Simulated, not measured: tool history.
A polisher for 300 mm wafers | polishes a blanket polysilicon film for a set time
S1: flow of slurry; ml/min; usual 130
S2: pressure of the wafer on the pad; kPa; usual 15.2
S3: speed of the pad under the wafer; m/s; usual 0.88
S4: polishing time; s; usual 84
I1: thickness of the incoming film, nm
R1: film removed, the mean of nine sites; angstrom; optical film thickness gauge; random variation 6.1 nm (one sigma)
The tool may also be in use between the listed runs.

run	day	S1	S2	S3	S4	I1	R1
1	0	130	15.2	0.88	84	1339.1	5753
# day 0.117: worn pad replaced by a new one
2	1.333	130	15.2	0.88	84	1323.2	5810
# day 2.129: head pressure recalibrated
3	3.325	130	15.2	0.88	84	1334.1	5296
4	6.179	130	15.2	0.88	84	1321.6	5338
5	8.067	130	16.5	0.88	84	1345.4	5855
# day 9.167: worn pad replaced by a new one
6	9.258	130	15.2	0.88	84	1331.1	5543
7	10.746	130	15.2	0.88	84	1328.4	5578
# day 11.496: slurry nozzle cleaned
8	12.454	100	17.2	1.04	96	1332.9	7746
9	14.1	130	15.2	0.88	84	1326.3	5611
# day 16.342: head pressure recalibrated
10	16.654	130	15.2	0.88	84	1330.4	5984
# day 17.375: worn pad replaced by a new one
11	18.929	130	15.2	0.88	84	1336.4	6123
12	21.2	130	15.2	0.78	84	1326.2	5525
# day 21.896: head pressure recalibrated, repeated, since the last time left the tool worse
13	23.267	130	15.2	0.88	60	1348.7	3854
14	25.621	110	17.2	0.66	112	1340	6054

Measured less the same run without the tool's hidden state. The same run-to-run variation is in both; the gauge's scatter may not be:
The hidden state here: removal rate lost through wear of the pad, %; slurry flow missing at the pad, %; deviation of the head's pressure from its setpoint, %.
run	R1
1	+440
2	+528
3	+2
4	+37
5	+88
6	+121
7	+177
8	+348
9	+335
10	+748
11	+778
12	+734
13	-8
14	+20
